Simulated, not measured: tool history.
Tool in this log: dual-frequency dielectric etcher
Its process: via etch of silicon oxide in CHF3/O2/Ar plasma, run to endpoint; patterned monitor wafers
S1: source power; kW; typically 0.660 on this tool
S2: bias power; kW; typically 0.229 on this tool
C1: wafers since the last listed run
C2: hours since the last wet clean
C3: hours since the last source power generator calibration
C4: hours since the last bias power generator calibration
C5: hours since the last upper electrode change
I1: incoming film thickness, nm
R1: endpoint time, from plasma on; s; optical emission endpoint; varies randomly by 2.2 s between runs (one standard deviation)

| run | day | S1 | S2 | C1 | C2 | C3 | C4 | C5 | I1 | R1 |
|---|---|---|---|---|---|---|---|---|---|---|
| 1 | 0.000 | 0.660 | 0.229 | 0 | 91.0 | 4289.0 | 2009.8 | 4757.4 | 563.6 | 250.3 |
| 2 | 2.754 | 0.660 | 0.229 | 348 | 157.1 | 4355.1 | 2075.9 | 4823.5 | 568.6 | 255.5 |
| 3 | 4.708 | 0.660 | 0.229 | 247 | 204.0 | 4402.0 | 2122.8 | 4870.4 | 564.2 | 254.6 |
| 4 | 8.554 | 0.660 | 0.229 | 487 | 296.3 | 4494.3 | 2215.1 | 4962.7 | 576.3 | 256.0 |
| 5 | 12.792 | 0.660 | 0.229 | 536 | 398.0 | 4596.0 | 2316.8 | 5064.4 | 570.3 | 250.8 |
| 6 | 15.992 | 0.780 | 0.229 | 405 | 474.8 | 4672.8 | 2393.6 | 5141.2 | 570.1 | 231.4 |
| 7 | 18.158 | 0.780 | 0.229 | 274 | 526.8 | 4724.8 | 2445.6 | 5193.2 | 565.9 | 229.0 |
| 8 | 22.642 | 0.780 | 0.229 | 567 | 634.4 | 4832.4 | 2553.2 | 5300.8 | 566.9 | 229.9 |
|  | 24.988 | wet clean of the chamber |
| 9 | 26.904 | 0.510 | 0.197 | 413 | 46.0 | 4934.7 | 2655.5 | 5403.1 | 565.4 | 305.3 |
|  | 27.196 | bias power generator calibrated |
|  | 30.779 | upper electrode replaced |
| 10 | 31.246 | 0.510 | 0.197 | 402 | 150.2 | 5038.9 | 97.2 | 11.2 | 570.4 | 301.5 |
| 11 | 34.483 | 0.790 | 0.248 | 409 | 227.9 | 5116.6 | 174.9 | 88.9 | 572.2 | 227.9 |
|  | 37.325 | source power generator calibrated |
| 12 | 38.296 | 0.560 | 0.229 | 461 | 319.4 | 23.3 | 266.4 | 180.4 | 565.7 | 267.7 |
| 13 | 42.183 | 0.730 | 0.261 | 492 | 412.7 | 116.6 | 359.7 | 273.7 | 565.2 | 227.4 |
| 14 | 45.833 | 0.550 | 0.205 | 462 | 500.3 | 204.2 | 447.3 | 361.3 | 568.2 | 278.6 |
| 15 | 48.546 | 0.660 | 0.229 | 343 | 565.4 | 269.3 | 512.4 | 426.4 | 564.9 | 247.7 |
|  | 50.925 | wet clean of the chamber |
| 16 | 51.604 | 0.660 | 0.195 | 260 | 16.3 | 342.7 | 585.8 | 499.8 | 571.2 | 274.0 |
| 17 | 54.029 | 0.660 | 0.267 | 307 | 74.5 | 400.9 | 644.0 | 558.0 | 566.3 | 249.8 |

3 options for the next run, each taken on its own from the tool as it stands now. Forecast them:
| A | 54.050 | 0.510 | 0.229 | 2 | 75.0 | 401.4 | 644.5 | 558.5 | 572.8 | ? |
| B | 54.050 | 0.620 | 0.264 | 2 | 75.0 | 401.4 | 644.5 | 558.5 | 572.8 | ? |
| C | 54.050 | 0.550 | 0.208 | 2 | 75.0 | 401.4 | 644.5 | 558.5 | 572.8 | ? |

| run | R1 |
|---|---|
| A | 293.5 |
| B | 256.3 |
| C | 291.0 |
Had the tool no hidden state, the same runs would have come out as:
| run | R1 |
|---|---|
| A | 294.8 |
| B | 257.4 |
| C | 292.3 |
